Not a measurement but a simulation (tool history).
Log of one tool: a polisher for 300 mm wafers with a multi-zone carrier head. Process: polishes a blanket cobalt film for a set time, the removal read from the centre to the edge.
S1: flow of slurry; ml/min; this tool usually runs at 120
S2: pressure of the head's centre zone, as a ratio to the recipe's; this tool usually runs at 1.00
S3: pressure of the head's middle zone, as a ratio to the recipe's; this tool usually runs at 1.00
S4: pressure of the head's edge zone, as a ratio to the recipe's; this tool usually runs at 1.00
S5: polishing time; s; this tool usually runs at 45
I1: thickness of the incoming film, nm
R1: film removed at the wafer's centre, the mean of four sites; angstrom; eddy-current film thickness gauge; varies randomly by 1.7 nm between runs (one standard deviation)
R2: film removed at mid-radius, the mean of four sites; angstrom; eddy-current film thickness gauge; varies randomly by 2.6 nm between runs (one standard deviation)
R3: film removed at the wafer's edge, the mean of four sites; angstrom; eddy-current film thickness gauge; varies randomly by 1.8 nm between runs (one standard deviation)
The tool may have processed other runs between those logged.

run	hour	S1	S2	S3	S4	S5	I1	R1	R2	R3
1	0.0	120	1.00	1.00	1.00	45	650.2	2142	2070	2178
2	27.9	120	1.00	1.00	1.00	45	659.7	2175	2042	2162
3	42.7	120	1.00	1.00	1.00	45	653.1	2154	2049	2145
4	62.0	120	1.00	1.00	1.00	45	658.0	2176	2031	2194
5	93.4	120	1.00	1.00	1.00	35	642.5	1664	1575	1682
6	118.2	120	1.00	1.00	1.00	35	660.2	1695	1592	1683
7	203.9	120	1.00	1.00	1.00	45	644.8	2153	2040	2108
8	226.1	120	1.00	1.00	1.00	45	645.1	2175	2069	2170
9	238.3	155	1.00	1.00	1.00	45	637.1	2289	2160	2246
10	269.8	120	1.00	1.00	1.00	45	649.1	2153	2072	2143
11	284.3	160	1.00	1.00	1.09	45	647.9	2286	2157	2367
12	311.6	120	1.00	1.00	1.09	45	655.6	2177	2032	2239
13	327.4	85	0.89	1.00	1.00	45	659.9	1740	1896	2025
14	343.7	140	1.00	0.90	1.00	30	640.1	1495	1282	1477
15	370.9	120	1.00	1.00	1.00	45	660.1	2158	2078	2172
16	396.6	120	1.09	1.00	0.91	45	657.6	2350	2083	2044

Withheld: 8 entries from between the runs. Position of each, and hidden state at the listed run before versus the listed run after:
Logged between run 1 and run 2: worn pad replaced by a new one (hour 26.2)
  nothing in the hidden state changes from one run to the other
Logged between run 6 and run 7: centre zone pressure recalibrated (hour 137.0); worn pad replaced by a new one (hour 143.3); carrier head's membrane replaced by a new one (hour 157.1); edge zone pressure recalibrated (hour 184.2)
  nothing in the hidden state changes from one run to the other
Logged between run 9 and run 10: worn pad replaced by a new one (hour 265.1)
  nothing in the hidden state changes from one run to the other
Logged between run 11 and run 12: slurry nozzle cleaned (hour 300.9)
  nothing in the hidden state changes from one run to the other
Logged between run 15 and run 16: worn pad replaced by a new one (hour 379.7)
  nothing in the hidden state changes from one run to the other

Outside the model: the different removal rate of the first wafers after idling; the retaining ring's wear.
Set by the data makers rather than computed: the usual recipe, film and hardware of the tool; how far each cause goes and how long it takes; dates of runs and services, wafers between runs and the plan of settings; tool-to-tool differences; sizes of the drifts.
